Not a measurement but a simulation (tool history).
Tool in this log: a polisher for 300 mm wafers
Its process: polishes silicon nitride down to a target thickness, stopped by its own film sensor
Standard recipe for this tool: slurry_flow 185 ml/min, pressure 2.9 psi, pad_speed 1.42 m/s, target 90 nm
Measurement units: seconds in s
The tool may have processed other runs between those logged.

run,hour,slurry_flow,pressure,pad_speed,target,wafers since the last listed run,wafers polished on this pad,hours since the slurry nozzle was cleaned,hours since the head pressure was calibrated,"incoming thickness of the incoming film, nm",seconds
1,0.0,185,3.3,1.42,90,0,301,313.4,220.6,258.1,83.8
# hour 12.4: slurry nozzle cleaned
2,20.7,185,3.3,1.42,90,206,507,8.3,241.3,264.0,81.5
3,53.1,185,2.9,1.42,90,338,846,40.7,273.7,261.1,93.1
# hour 82.4: worn pad replaced by a new one
4,83.5,185,2.9,1.42,90,276,11,71.1,304.1,257.0,90.8
5,103.8,185,2.9,1.42,90,212,223,91.4,324.4,258.3,89.9
6,117.4,185,2.9,1.42,90,142,366,105.0,338.0,261.0,91.7
7,151.6,185,2.9,1.60,90,357,723,139.2,372.2,262.1,83.1
8,172.9,185,2.7,1.26,90,222,946,160.5,393.5,261.2,110.9
# hour 202.4: worn pad replaced by a new one
9,207.6,185,2.7,1.26,90,321,53,195.2,428.2,257.9,107.5
10,240.6,185,2.9,1.42,90,345,399,228.2,461.2,258.6,94.2
11,276.2,185,2.9,1.82,72,372,771,263.8,496.8,257.6,88.0
12,310.0,145,3.6,1.06,73,353,1124,297.6,530.6,261.7,113.5

Predict the results of run 13:
# hour 313.7: head pressure recalibrated
# hour 326.1: worn pad replaced by a new one
13,326.6,185,2.9,1.88,41,110,4,314.2,12.9,259.3,?

{"run 13": {"seconds": 89.5}}
Were there no unlogged condition in the tool, this run, its random variation unchanged, would have produced seconds 82.8 s.
